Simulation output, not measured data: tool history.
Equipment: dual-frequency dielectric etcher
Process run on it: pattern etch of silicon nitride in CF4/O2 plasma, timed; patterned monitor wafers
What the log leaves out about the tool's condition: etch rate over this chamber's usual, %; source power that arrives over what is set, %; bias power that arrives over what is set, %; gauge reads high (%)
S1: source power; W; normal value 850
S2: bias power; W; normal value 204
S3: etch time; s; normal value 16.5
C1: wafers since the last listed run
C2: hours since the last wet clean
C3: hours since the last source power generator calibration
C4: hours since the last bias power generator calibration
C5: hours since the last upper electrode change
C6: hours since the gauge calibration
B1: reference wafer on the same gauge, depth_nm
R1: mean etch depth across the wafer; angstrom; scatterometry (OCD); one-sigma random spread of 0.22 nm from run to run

run,hour,S1,S2,S3,C1,C2,C3,C4,C5,C6,B1,R1
1,0.0,850,204,16.5,0,241.6,3144.2,1548.9,1748.6,1541.6,48.7,541
2,84.0,850,204,19.0,1522,325.6,3228.2,1632.9,1832.6,1625.6,48.6,622
3,139.7,850,204,19.0,1009,381.3,3283.9,1688.6,1888.3,1681.3,48.6,620
# hour 179.4: gauge calibrated
4,219.4,850,204,16.5,1444,461.0,3363.6,1768.3,1968.0,40.0,48.5,542
5,281.6,850,204,16.5,1127,523.2,3425.8,1830.5,2030.2,102.2,48.7,541
# hour 358.9: wet clean of the chamber
6,367.4,850,204,16.5,1120,8.5,3511.6,1916.3,2116.0,188.0,48.6,541
7,430.7,850,204,16.5,1147,71.8,3574.9,1979.6,2179.3,251.3,48.6,538
8,518.2,800,204,16.5,1586,159.3,3662.4,2067.1,2266.8,338.8,48.6,519
# hour 600.1: upper electrode replaced
9,600.6,790,177,19.0,1058,241.7,3744.8,2149.5,0.5,421.2,48.6,563
10,650.3,940,159,13.5,900,291.4,3794.5,2199.2,50.2,470.9,48.6,443
11,748.0,1050,233,18.5,1770,389.1,3892.2,2296.9,147.9,568.6,48.6,738
12,820.1,700,221,20.5,1306,461.2,3964.3,2369.0,220.0,640.7,48.6,599
13,907.4,850,204,13.5,1582,548.5,4051.6,2456.3,307.3,728.0,48.6,442
# hour 942.2: wet clean of the chamber
14,981.2,850,181,21.0,902,39.0,4125.4,2530.1,381.1,801.8,48.6,663
15,1033.0,850,204,16.5,938,90.8,4177.2,2581.9,432.9,853.6,48.6,537
16,1102.8,720,204,19.5,1265,160.6,4247.0,2651.7,502.7,923.4,48.6,567
# hour 1193.3: source power generator calibrated
17,1203.5,850,204,16.5,1752,261.3,10.2,2752.4,603.4,1024.1,48.6,540
18,1256.7,850,204,16.5,964,314.5,63.4,2805.6,656.6,1077.3,48.6,540
19,1344.8,850,204,16.5,1596,402.6,151.5,2893.7,744.7,1165.4,48.5,536
20,1414.4,850,204,16.5,1261,472.2,221.1,2963.3,814.3,1235.0,48.6,539
21,1485.2,660,224,12.5,1283,543.0,291.9,3034.1,885.1,1305.8,48.6,354
# hour 1528.0: wet clean of the chamber
22,1528.5,960,176,16.5,349,0.5,335.2,3077.4,928.4,1349.1,48.6,565
# hour 1555.2: bias power generator calibrated
23,1626.7,850,204,16.5,1707,98.7,433.4,71.5,1026.6,1447.3,48.6,547
24,1690.5,850,250,18.0,1156,162.5,497.2,135.3,1090.4,1511.1,48.6,635
25,1789.1,850,204,13.0,1787,261.1,595.8,233.9,1189.0,1609.7,48.7,431
26,1882.5,720,178,18.0,1693,354.5,689.2,327.3,1282.4,1703.1,48.5,510
27,1975.8,670,204,19.0,1691,447.8,782.5,420.6,1375.7,1796.4,48.6,538
28,2076.7,850,204,16.5,1828,548.7,883.4,521.5,1476.6,1897.3,48.7,544
# hour 2115.7: wet clean of the chamber
29,2116.2,850,204,16.5,280,0.5,922.9,561.0,1516.1,1936.8,48.6,543
30,2217.4,850,184,13.0,1834,101.7,1024.1,662.2,1617.3,2038.0,48.6,416

Had the tool no unlogged condition, and each run kept its random variation, what would the results have been?
run,R1
1,548
2,630
3,628
4,548
5,548
6,548
7,545
8,526
9,570
10,449
11,748
12,607
13,448
14,672
15,545
16,575
17,548
18,548
19,544
20,547
21,359
22,573
23,548
24,636
25,433
26,512
27,541
28,547
29,546
30,419
